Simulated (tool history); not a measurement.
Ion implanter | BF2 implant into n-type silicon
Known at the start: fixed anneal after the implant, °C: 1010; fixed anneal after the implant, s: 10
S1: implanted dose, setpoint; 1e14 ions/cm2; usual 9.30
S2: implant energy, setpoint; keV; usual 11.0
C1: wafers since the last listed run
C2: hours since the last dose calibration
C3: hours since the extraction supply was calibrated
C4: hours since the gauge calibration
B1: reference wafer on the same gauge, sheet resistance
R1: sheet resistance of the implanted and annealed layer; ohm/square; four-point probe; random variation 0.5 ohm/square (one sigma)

run	day	S1	S2	C1	C2	C3	C4	B1	R1
1	0.000	9.30	13.0	0	892.3	2286.0	377.9	268.95	213.76
2	1.608	11.39	11.0	1053	930.9	2324.6	416.5	268.90	220.12
3	3.429	11.39	11.0	1193	974.6	2368.3	460.2	269.24	221.07
4	5.400	11.39	11.0	1291	1021.9	2415.6	507.5	268.94	219.69
5	6.679	9.30	11.0	838	1052.6	2446.3	538.2	268.94	229.00
6	9.579	7.35	11.0	1900	1122.2	2515.9	607.8	268.79	243.81
7	11.792	9.30	11.0	1449	1175.3	2569.0	660.9	268.94	229.50
8	12.792	9.30	11.0	655	1199.3	2593.0	684.9	269.06	229.44
9	14.883	9.30	11.0	1370	1249.5	2643.2	735.1	269.00	229.27
10	16.579	9.30	11.0	1111	1290.2	2683.9	775.8	268.90	229.17
# day 23.621: Faraday cup replaced and dose calibrated
11	24.050	9.30	11.0	4676	10.3	2863.2	955.1	269.07	227.18
12	25.738	9.30	11.0	1105	50.8	2903.7	995.6	268.95	227.43
13	27.979	9.30	11.0	1468	104.6	2957.5	1049.4	268.84	227.45
14	29.933	10.03	9.5	1280	151.5	3004.4	1096.3	268.86	237.16
15	32.700	10.88	11.0	1812	217.9	3070.8	1162.7	269.18	221.45
16	35.704	11.59	7.5	1968	290.0	3142.9	1234.8	268.88	250.03
# day 37.504: gauge calibrated
17	38.262	8.13	8.5	1676	351.4	3204.3	18.2	268.78	260.12
18	40.629	10.88	11.0	1550	408.2	3261.1	75.0	268.95	221.35
# day 41.750: extraction supply calibrated
19	42.000	9.30	8.0	679	441.1	6.0	107.9	268.83	258.11
20	44.412	8.28	11.0	1580	499.0	63.9	165.8	269.10	236.66

The next listed run, before its measurement:
21	47.367	6.62	13.0	1935	569.9	134.8	236.7	?	?

B1: 268.88
R1: 238.17 ohm/square
Without the tool's hidden state the same run would have given R1 235.07 ohm/square.
